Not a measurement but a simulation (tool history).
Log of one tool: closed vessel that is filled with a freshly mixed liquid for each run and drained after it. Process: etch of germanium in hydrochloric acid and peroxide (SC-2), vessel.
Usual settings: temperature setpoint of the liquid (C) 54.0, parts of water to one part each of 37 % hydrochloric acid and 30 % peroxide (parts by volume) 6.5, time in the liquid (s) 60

| run | hour | temperature setpoint of the liquid (C) | parts of water to one part each of 37 % hydrochloric acid and 30 % peroxide (parts by volume) | time in the liquid (s) | wafers since the last listed run | hours since the thermometer was replaced | hours since the chemicals flow meter was replaced | hours since the drum of peroxide was connected | hours since the gauge calibration | read-back film thickness of the germanium reference wafer, read on the same gauge (nm) | thickness taken off the germanium on a monitor wafer (nm) |
|---|---|---|---|---|---|---|---|---|---|---|---|
| 1 | 0.0 | 54.0 | 6.0 | 60 | 0 | 349.2 | 521.7 | 245.5 | 527.6 | 130.01 | 132.40 |
| 2 | 27.5 | 54.0 | 6.0 | 60 | 2860 | 376.7 | 549.2 | 273.0 | 555.1 | 129.99 | 130.52 |
| 3 | 58.4 | 54.0 | 6.5 | 60 | 3214 | 407.6 | 580.1 | 303.9 | 586.0 | 129.99 | 131.20 |
|  | 86.0 | gauge calibrated |
| 4 | 113.5 | 54.0 | 6.5 | 60 | 5731 | 462.7 | 635.2 | 359.0 | 27.5 | 130.01 | 131.42 |
| 5 | 149.7 | 54.0 | 6.5 | 60 | 3765 | 498.9 | 671.4 | 395.2 | 63.7 | 130.00 | 132.76 |
| 6 | 190.0 | 54.0 | 6.5 | 60 | 4192 | 539.2 | 711.7 | 435.5 | 104.0 | 129.99 | 134.40 |
|  | 225.6 | new drum of peroxide connected |
| 7 | 233.4 | 54.0 | 6.5 | 60 | 4410 | 582.6 | 755.1 | 7.8 | 147.4 | 130.01 | 134.16 |
| 8 | 304.0 | 54.0 | 6.5 | 60 | 7344 | 653.2 | 825.7 | 78.4 | 218.0 | 129.98 | 135.47 |
| 9 | 365.1 | 54.0 | 5.0 | 60 | 6356 | 714.3 | 886.8 | 139.5 | 279.1 | 129.99 | 139.20 |
| 10 | 422.2 | 54.0 | 5.0 | 60 | 5940 | 771.4 | 943.9 | 196.6 | 336.2 | 129.97 | 138.44 |
|  | 455.3 | thermometer replaced |
| 11 | 455.7 | 54.0 | 6.5 | 60 | 3380 | 0.4 | 977.4 | 230.1 | 369.7 | 130.00 | 124.39 |
| 12 | 480.0 | 54.0 | 6.5 | 60 | 2527 | 24.7 | 1001.7 | 254.4 | 394.0 | 129.98 | 125.84 |
| 13 | 521.8 | 62.5 | 4.5 | 60 | 4348 | 66.5 | 1043.5 | 296.2 | 435.8 | 130.01 | 164.19 |
| 14 | 561.5 | 44.5 | 6.5 | 50 | 4129 | 106.2 | 1083.2 | 335.9 | 475.5 | 129.99 | 79.79 |
|  | 605.7 | chemicals flow meter replaced |
| 15 | 620.3 | 46.0 | 9.0 | 90 | 6012 | 165.0 | 14.6 | 394.7 | 534.3 | 129.99 | 145.27 |
|  | 626.5 | new drum of peroxide connected |
|  | 652.3 | gauge calibrated |
| 16 | 686.4 | 54.0 | 5.5 | 60 | 6772 | 231.1 | 80.7 | 59.9 | 34.1 | 129.99 | 130.78 |
| 17 | 741.9 | 50.5 | 5.5 | 60 | 5773 | 286.6 | 136.2 | 115.4 | 89.6 | 130.01 | 117.26 |
| 18 | 807.7 | 49.0 | 5.0 | 70 | 6845 | 352.4 | 202.0 | 181.2 | 155.4 | 130.00 | 134.49 |
| 19 | 842.3 | 54.0 | 9.0 | 60 | 3599 | 387.0 | 236.6 | 215.8 | 190.0 | 130.01 | 129.75 |
| 20 | 879.1 | 54.0 | 6.5 | 60 | 3828 | 423.8 | 273.4 | 252.6 | 226.8 | 130.01 | 131.25 |

5 ways to go on from here, each from the tool as it stands after run 20. What would each give?
| A | 879.8 | 56.5 | 6.5 | 60 | 72 | 424.5 | 274.1 | 253.3 | 227.5 | ? | ? |
| B | 879.8 | 54.0 | 4.5 | 60 | 72 | 424.5 | 274.1 | 253.3 | 227.5 | ? | ? |
| C | 879.8 | 61.5 | 5.0 | 75 | 72 | 424.5 | 274.1 | 253.3 | 227.5 | ? | ? |
| D | 879.8 | 51.5 | 6.5 | 40 | 72 | 424.5 | 274.1 | 253.3 | 227.5 | ? | ? |
| E | 879.8 | 54.0 | 6.5 | 45 | 72 | 424.5 | 274.1 | 253.3 | 227.5 | ? | ? |

| run | read-back film thickness of the germanium reference wafer, read on the same gauge (nm) | thickness taken off the germanium on a monitor wafer (nm) |
|---|---|---|
| A | 130.00 | 144.02 |
| B | 130.00 | 135.21 |
| C | 130.00 | 211.53 |
| D | 130.00 | 82.32 |
| E | 130.00 | 100.08 |
Without the tool's hidden state the same runs would have given:
| run | thickness taken off the germanium on a monitor wafer (nm) |
|---|---|
| A | 136.64 |
| B | 128.09 |
| C | 200.93 |
| D | 77.96 |
| E | 94.87 |
